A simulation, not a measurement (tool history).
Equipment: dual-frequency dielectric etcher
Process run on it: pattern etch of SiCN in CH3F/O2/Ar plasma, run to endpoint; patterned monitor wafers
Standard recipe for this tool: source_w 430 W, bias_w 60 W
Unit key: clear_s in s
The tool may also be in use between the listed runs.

run,hour,source_w,bias_w,"incoming incoming film thickness, nm",clear_s
1,0,500,60,7.02,20.4
2,56.9,500,60,7.07,20.4
3,126.6,430,60,6.91,21.4
4,180.2,430,60,7.02,21.9
5,250.5,430,60,7.02,22
# hour 314.4: wet clean of the chamber
6,319.4,430,60,6.94,21.1
7,368.4,460,55,6.94,21.3
8,398.5,430,60,6.96,21.3
9,550.5,430,60,6.98,21.6
10,595.8,430,60,7.02,21.8
# hour 655.2: source power generator calibrated
11,662.4,490,56,7.04,21.5
# hour 708.2: upper electrode replaced
12,708.7,500,73,7.06,19.1
13,730.2,430,60,6.98,21.9
14,769.3,520,73,7.01,18.8
# hour 832.9: wet clean of the chamber
15,865.6,430,46,6.98,23.7
16,909.6,490,73,7.02,18.5
# hour 916.6: bias power generator calibrated
17,958,430,60,7.04,21.4
18,999.3,350,70,7.07,21.7
19,1023.5,530,70,6.96,18.4
20,1085,430,68,7,20.2
21,1140.1,430,60,6.93,21.5
22,1185.5,470,60,6.95,20.9

Below are 4 alternative next runs, each starting from the tool's condition after run 22. Predict each:
A,1185.9,520,60,6.99,?
B,1185.9,530,68,6.99,?
C,1185.9,340,66,6.99,?
D,1185.9,370,69,6.99,?

run,clear_s
A,20.1
B,18.9
C,22.7
D,21.5
Had the tool no hidden state, the same runs would have come out as:
run,clear_s
A,19.6
B,18.4
C,22.1
D,21
